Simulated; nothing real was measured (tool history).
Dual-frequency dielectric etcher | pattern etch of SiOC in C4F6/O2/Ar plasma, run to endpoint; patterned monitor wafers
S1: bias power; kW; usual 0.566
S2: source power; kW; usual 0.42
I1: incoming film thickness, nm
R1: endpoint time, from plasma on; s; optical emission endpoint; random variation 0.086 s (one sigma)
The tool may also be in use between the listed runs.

run,day,S1,S2,I1,R1
1,0,0.566,0.42,36.02,13
# day 0.171: wet clean of the chamber
2,2.017,0.566,0.42,36.29,12.9
3,3.846,0.566,0.42,36.13,12.8
4,8.292,0.566,0.42,36.13,13.1
5,11.262,0.566,0.42,36.11,12.9
6,12.842,0.661,0.42,35.89,12.2
7,14.533,0.661,0.42,36.32,12.5
8,17.671,0.661,0.42,36.04,12.2
9,21.967,0.566,0.42,36.16,13.1
# day 23.392: wet clean of the chamber
10,26.033,0.566,0.42,36.19,13.6
11,29.133,0.566,0.42,35.76,13.4
12,33.012,0.566,0.46,35.98,13.2
13,36.779,0.566,0.46,35.93,13.1
14,41.188,0.566,0.42,35.73,13.4
# day 43.629: wet clean of the chamber, repeated, since the last time left the tool worse
15,44.442,0.566,0.42,36,12.8
# day 46.612: upper electrode replaced
16,46.633,0.566,0.42,36.07,12.9
17,56.092,0.518,0.42,36.15,13.4
18,58.854,0.518,0.42,36.34,13.3
19,60.783,0.7,0.42,36.52,12.1
20,62.55,0.434,0.49,36.17,13.7
21,65.05,0.566,0.42,36.34,13.2
# day 68.354: wet clean of the chamber
22,68.375,0.566,0.36,36.2,13.6
# day 71.721: bias power generator calibrated
23,72.308,0.566,0.42,36.29,12.9
24,76.571,0.458,0.34,35.98,14.8
25,80.271,0.566,0.42,35.81,12.8
# day 85.788: source power generator calibrated
26,86.279,0.566,0.45,35.96,12.8
27,88.588,0.566,0.42,35.76,12.8
# day 93.029: wet clean of the chamber
28,93.05,0.636,0.48,36.31,11.7
29,95.667,0.702,0.42,35.75,11.8
30,98.025,0.703,0.49,35.88,11.1
31,100.254,0.614,0.42,35.9,12.4
32,103.267,0.636,0.48,35.9,11.8
33,105.425,0.433,0.39,36.35,14.9
34,109.688,0.639,0.37,35.97,13
# day 112.95: wet clean of the chamber
35,112.971,0.47,0.39,35.97,14.1
36,114.483,0.614,0.42,36.31,12.5

3 ways to go on from here, each from the tool as it stands after run 36. What would each give?
A,114.5,0.566,0.42,35.92,?
B,114.5,0.686,0.38,35.92,?
C,114.5,0.613,0.42,35.92,?

run,R1
A,12.8
B,12.3
C,12.4
Without the tool's hidden state the same runs would have given:
run,R1
A,12.7
B,12.2
C,12.3
